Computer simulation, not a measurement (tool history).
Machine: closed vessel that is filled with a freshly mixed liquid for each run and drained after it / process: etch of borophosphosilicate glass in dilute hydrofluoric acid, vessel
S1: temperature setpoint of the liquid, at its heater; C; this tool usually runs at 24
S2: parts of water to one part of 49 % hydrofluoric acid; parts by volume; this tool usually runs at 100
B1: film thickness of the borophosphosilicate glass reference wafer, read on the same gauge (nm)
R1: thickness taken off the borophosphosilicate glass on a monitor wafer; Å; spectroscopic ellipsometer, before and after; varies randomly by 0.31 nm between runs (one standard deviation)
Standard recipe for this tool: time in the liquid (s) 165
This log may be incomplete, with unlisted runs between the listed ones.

Run 1, hour 0: usual settings; B1 70.01. Result: R1 495.8 Å.
Run 2, hour 106.6: usual settings; B1 69.93. Result: R1 504.2 Å.
Run 3, hour 201.4: usual settings but S1 22.5 C; B1 70. Result: R1 472.4 Å.
Run 4, hour 262.1: usual settings but S1 22.5 C; B1 70.04. Result: R1 474.6 Å.
Run 5, hour 322.9: usual settings but S2 135 parts by volume; B1 69.99. Result: R1 354.5 Å.
Run 6, hour 406: usual settings but S2 135 parts by volume; B1 70.01. Result: R1 361.2 Å.
Run 7, hour 482.1: usual settings but S1 27 C, S2 130 parts by volume; B1 70.02. Result: R1 422.9 Å.
Run 8, hour 533.7: usual settings but S1 27 C, S2 130 parts by volume; B1 70.02. Result: R1 419.7 Å.
Run 9, hour 621.7: usual settings but S1 27 C, S2 130 parts by volume; B1 70. Result: R1 422.3 Å.
Run 10, hour 681.1: usual settings; B1 69.99. Result: R1 504.7 Å.
Run 11, hour 774.8: usual settings; B1 69.98. Result: R1 511 Å.
Run 12, hour 820.1: usual settings; B1 70.01. Result: R1 511.3 Å.
Run 13, hour 907.7: usual settings; B1 69.99. Result: R1 505.2 Å.
Run 14, hour 996.2: usual settings; B1 69.97. Result: R1 489.6 Å.
Run 15, hour 1037: usual settings but time in the liquid (s) 125; B1 69.94. Result: R1 375.9 Å.
Run 16, hour 1075.4: usual settings but S1 26 C, S2 50 parts by volume, time in the liquid (s) 240; B1 70.03. Result: R1 1653.7 Å.
Run 17, hour 1177.5: usual settings; B1 69.98. Result: R1 496.7 Å.
Run 18, hour 1215.3: usual settings but S1 19 C, S2 75 parts by volume, time in the liquid (s) 115; B1 69.99. Result: R1 382.9 Å.
Run 19, hour 1323.1: usual settings; B1 70.01. Result: R1 494.2 Å.
Run 20, hour 1399.1: usual settings but S1 26 C, S2 70 parts by volume, time in the liquid (s) 70; B1 69.98. Result: R1 337.8 Å.
Run 21, hour 1554.6: usual settings but S1 21 C; B1 70.03. Result: R1 440.9 Å.
Run 22, hour 1595.2: usual settings but S1 22.5 C, S2 130 parts by volume; B1 69.99. Result: R1 351.8 Å.
Run 23, hour 1697.2: usual settings but S1 20 C, S2 140 parts by volume; B1 69.99. Result: R1 292.1 Å.
Run 24, hour 1780.9: usual settings; B1 69.97. Result: R1 495.8 Å.
Run 25, hour 1865.4: usual settings but S1 27.5 C, S2 75 parts by volume; B1 69.97. Result: R1 797.5 Å.
Run 26, hour 1904.5: usual settings but S1 27 C, S2 130 parts by volume; B1 70.01. Result: R1 417.6 Å.
Run 27, hour 1975.4: usual settings but S1 26.5 C, S2 55 parts by volume, time in the liquid (s) 220; B1 70.04. Result: R1 1442.5 Å.
Run 28, hour 2021.3: usual settings but S1 21.5 C, S2 65 parts by volume; B1 69.98. Result: R1 739.3 Å.

Put back what was entered between runs (4 entries, withheld): which listed runs does each sit between, and how does the hidden state differ from the listed run before to the listed run after?
From run 1 to run 2: gauge calibrated (hour 44.6)
  hydrofluoric acid flow above the setpoint (%): 1.61 -> 1.84
  the result without the hidden state subtracted from the measured one, R1: +8.8 -> +10.1 Å
From run 13 to run 14: hydrofluoric acid flow meter replaced (hour 987.9)
  hydrofluoric acid flow above the setpoint (%): 3.54 -> 0.295
  the result without the hidden state subtracted from the measured one, R1: +19.3 -> +1.6 Å
From run 18 to run 19: thermometer replaced (hour 1312.7)
  hydrofluoric acid flow above the setpoint (%): 0.76 -> 0.989
  the result without the hidden state subtracted from the measured one, R1: +3.1 -> +5.4 Å
From run 20 to run 21: gauge calibrated (hour 1528.5)
  hydrofluoric acid flow above the setpoint (%): 1.15 -> 1.48
  the result without the hidden state subtracted from the measured one, R1: +4.2 -> +7.2 Å
